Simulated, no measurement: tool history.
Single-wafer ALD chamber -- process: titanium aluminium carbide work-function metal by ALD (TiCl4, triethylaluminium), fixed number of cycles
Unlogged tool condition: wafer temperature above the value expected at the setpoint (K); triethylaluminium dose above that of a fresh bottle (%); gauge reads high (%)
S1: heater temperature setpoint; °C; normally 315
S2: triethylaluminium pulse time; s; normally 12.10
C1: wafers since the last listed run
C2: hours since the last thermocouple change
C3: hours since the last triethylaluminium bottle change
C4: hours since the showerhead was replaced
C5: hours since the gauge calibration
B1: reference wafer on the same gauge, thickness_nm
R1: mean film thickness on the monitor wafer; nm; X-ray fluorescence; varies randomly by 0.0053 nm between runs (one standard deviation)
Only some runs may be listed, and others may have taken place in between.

Run 1, day 0.000: usual settings but S2 14.88 s; C1 0; C2 2174.2; C3 543.4; C4 6123.8; C5 689.7; B1 2.240. Result: R1 2.078 nm.
Run 2, day 2.562: usual settings but S2 14.88 s; C1 790; C2 2235.7; C3 604.9; C4 6185.3; C5 751.2; B1 2.238. Result: R1 2.074 nm.
Run 3, day 4.125: usual settings but S2 9.54 s; C1 481; C2 2273.2; C3 642.4; C4 6222.8; C5 788.7; B1 2.240. Result: R1 2.015 nm.
Run 4, day 8.121: usual settings; C1 1232; C2 2369.1; C3 738.3; C4 6318.7; C5 884.6; B1 2.241. Result: R1 2.042 nm.
Run 5, day 10.250: usual settings; C1 656; C2 2420.2; C3 789.4; C4 6369.8; C5 935.7; B1 2.240. Result: R1 2.034 nm.
Run 6, day 14.017: usual settings; C1 1161; C2 2510.6; C3 879.8; C4 6460.2; C5 1026.1; B1 2.238. Result: R1 2.034 nm.
Run 7, day 16.804: usual settings; C1 859; C2 2577.5; C3 946.7; C4 6527.1; C5 1093.0; B1 2.237. Result: R1 2.028 nm.
Run 8, day 18.821: usual settings; C1 622; C2 2625.9; C3 995.1; C4 6575.5; C5 1141.4; B1 2.239. Result: R1 2.032 nm.
Run 9, day 21.496: usual settings; C1 825; C2 2690.1; C3 1059.3; C4 6639.7; C5 1205.6; B1 2.240. Result: R1 2.029 nm.
At day 23.138: triethylaluminium bottle replaced.
Run 10, day 25.054: usual settings; C1 994; C2 2775.5; C3 46.0; C4 6725.1; C5 1291.0; B1 2.240. Result: R1 2.053 nm.
Run 11, day 27.138: usual settings; C1 642; C2 2825.5; C3 96.0; C4 6775.1; C5 1341.0; B1 2.239. Result: R1 2.050 nm.
At day 30.025: thermocouple changed; heater temperature recalibrated.
Run 12, day 30.046: usual settings; C1 794; C2 0.5; C3 165.8; C4 6844.9; C5 1410.8; B1 2.241. Result: R1 2.096 nm.
At day 32.525: gauge calibrated.
Run 13, day 34.212: usual settings; C1 1285; C2 100.5; C3 265.8; C4 6944.9; C5 40.5; B1 2.241. Result: R1 2.082 nm.
Run 14, day 36.079: usual settings; C1 575; C2 145.3; C3 310.6; C4 6989.7; C5 85.3; B1 2.240. Result: R1 2.081 nm.
Run 15, day 38.162: usual settings but S1 310 °C, S2 14.20 s; C1 642; C2 195.3; C3 360.6; C4 7039.7; C5 135.3; B1 2.241. Result: R1 2.062 nm.
Run 16, day 40.071: usual settings but S2 7.31 s; C1 588; C2 241.1; C3 406.4; C4 7085.5; C5 181.1; B1 2.240. Result: R1 1.998 nm.
At day 41.904: showerhead replaced.
Run 17, day 42.371: usual settings but S1 319 °C, S2 13.46 s; C1 606; C2 296.3; C3 461.6; C4 11.2; C5 236.3; B1 2.239. Result: R1 2.111 nm.
Run 18, day 45.612: usual settings but S1 324 °C, S2 8.94 s; C1 999; C2 374.1; C3 539.4; C4 89.0; C5 314.1; B1 2.241. Result: R1 2.095 nm.
Run 19, day 47.446: usual settings but S2 13.86 s; C1 565; C2 418.1; C3 583.4; C4 133.0; C5 358.1; B1 2.239. Result: R1 2.088 nm.
Run 20, day 51.292: usual settings but S1 327 °C, S2 7.65 s; C1 1186; C2 510.4; C3 675.7; C4 225.3; C5 450.4; B1 2.239. Result: R1 2.076 nm.
Run 21, day 53.321: usual settings but S1 310 °C, S2 15.19 s; C1 625; C2 559.1; C3 724.4; C4 274.0; C5 499.1; B1 2.240. Result: R1 2.061 nm.

Hidden state or all else? Some run-to-run changes of R1, split into what the settings, what came in and random variation would give without the hidden state, and what is left for the hidden state (with any gauge scatter that isn't in both results):
Run 15 -> 16: S1 310 -> 315, S2 14.20 -> 7.31. R1 -0.064 nm: hidden state -0.037, all else -0.027.
Run 16 -> 17: S1 315 -> 319, S2 7.31 -> 13.46, showerhead replaced. R1 +0.113 nm: hidden state +0.029, all else +0.084.
Run 19 -> 20: S1 315 -> 327, S2 13.86 -> 7.65. R1 -0.012 nm: hidden state -0.046, all else +0.034.
Run 20 -> 21: S1 327 -> 310, S2 7.65 -> 15.19. R1 -0.015 nm: hidden state +0.048, all else -0.063.
